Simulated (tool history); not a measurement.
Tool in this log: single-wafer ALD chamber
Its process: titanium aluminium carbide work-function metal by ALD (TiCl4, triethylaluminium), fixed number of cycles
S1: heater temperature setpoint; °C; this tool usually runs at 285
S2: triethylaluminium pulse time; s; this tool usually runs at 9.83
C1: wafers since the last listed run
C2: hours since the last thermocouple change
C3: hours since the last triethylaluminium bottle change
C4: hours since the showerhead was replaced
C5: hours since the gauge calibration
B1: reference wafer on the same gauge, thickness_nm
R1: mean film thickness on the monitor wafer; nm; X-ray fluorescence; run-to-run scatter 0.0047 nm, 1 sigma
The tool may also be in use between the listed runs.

Run 1, hour 0.0: usual settings; C1 0; C2 2496.1; C3 1544.8; C4 5200.8; C5 112.1; B1 2.188. Result: R1 1.823 nm.
Run 2, hour 25.9: usual settings; C1 261; C2 2522.0; C3 1570.7; C4 5226.7; C5 138.0; B1 2.190. Result: R1 1.817 nm.
Run 3, hour 61.0: usual settings; C1 354; C2 2557.1; C3 1605.8; C4 5261.8; C5 173.1; B1 2.192. Result: R1 1.820 nm.
Run 4, hour 78.1: usual settings; C1 172; C2 2574.2; C3 1622.9; C4 5278.9; C5 190.2; B1 2.190. Result: R1 1.816 nm.
Run 5, hour 104.5: usual settings; C1 266; C2 2600.6; C3 1649.3; C4 5305.3; C5 216.6; B1 2.191. Result: R1 1.808 nm.
At hour 117.1: thermocouple changed; heater temperature recalibrated.
Run 6, hour 132.5: usual settings; C1 201; C2 15.4; C3 1677.3; C4 5333.3; C5 244.6; B1 2.192. Result: R1 1.800 nm.
Run 7, hour 167.2: usual settings but S1 290 °C, S2 11.83 s; C1 350; C2 50.1; C3 1712.0; C4 5368.0; C5 279.3; B1 2.193. Result: R1 1.895 nm.
Run 8, hour 187.3: usual settings but S1 290 °C, S2 11.83 s; C1 202; C2 70.2; C3 1732.1; C4 5388.1; C5 299.4; B1 2.188. Result: R1 1.886 nm.
Run 9, hour 223.0: usual settings; C1 360; C2 105.9; C3 1767.8; C4 5423.8; C5 335.1; B1 2.187. Result: R1 1.800 nm.
At hour 238.7: showerhead replaced.
Run 10, hour 239.2: usual settings but S1 290 °C, S2 11.94 s; C1 82; C2 122.1; C3 1784.0; C4 0.5; C5 351.3; B1 2.189. Result: R1 1.877 nm.
Run 11, hour 255.0: usual settings; C1 159; C2 137.9; C3 1799.8; C4 16.3; C5 367.1; B1 2.189. Result: R1 1.793 nm.
At hour 255.1: gauge calibrated.
At hour 275.9: triethylaluminium bottle replaced.
Run 12, hour 276.4: usual settings but S1 289 °C, S2 7.40 s; C1 135; C2 159.3; C3 0.5; C4 37.7; C5 21.3; B1 2.191. Result: R1 1.852 nm.
Run 13, hour 308.6: usual settings; C1 325; C2 191.5; C3 32.7; C4 69.9; C5 53.5; B1 2.193. Result: R1 1.880 nm.
Run 14, hour 339.9: usual settings but S1 279 °C, S2 6.63 s; C1 316; C2 222.8; C3 64.0; C4 101.2; C5 84.8; B1 2.190. Result: R1 1.755 nm.
Run 15, hour 372.7: usual settings but S1 279 °C, S2 11.10 s; C1 331; C2 255.6; C3 96.8; C4 134.0; C5 117.6; B1 2.188. Result: R1 1.849 nm.
Run 16, hour 386.9: usual settings but S1 274 °C, S2 7.95 s; C1 143; C2 269.8; C3 111.0; C4 148.2; C5 131.8; B1 2.192. Result: R1 1.753 nm.

Exercise: give the hidden state of the tool at every run:
wafer temperature above the value expected at the setpoint (K): 0 at every run
gauge reads high (%): 0 at every run
H1: triethylaluminium dose above that of a fresh bottle (%)
run      H1
  1     -24
  2   -24.7
  3   -25.8
  4   -26.3
  5   -27.1
  6     -28
  7     -29
  8   -29.7
  9   -30.8
 10   -31.4
 11   -31.9
 12  -0.227
 13  -0.237
 14  -0.265
 15  -0.314
 16  -0.341

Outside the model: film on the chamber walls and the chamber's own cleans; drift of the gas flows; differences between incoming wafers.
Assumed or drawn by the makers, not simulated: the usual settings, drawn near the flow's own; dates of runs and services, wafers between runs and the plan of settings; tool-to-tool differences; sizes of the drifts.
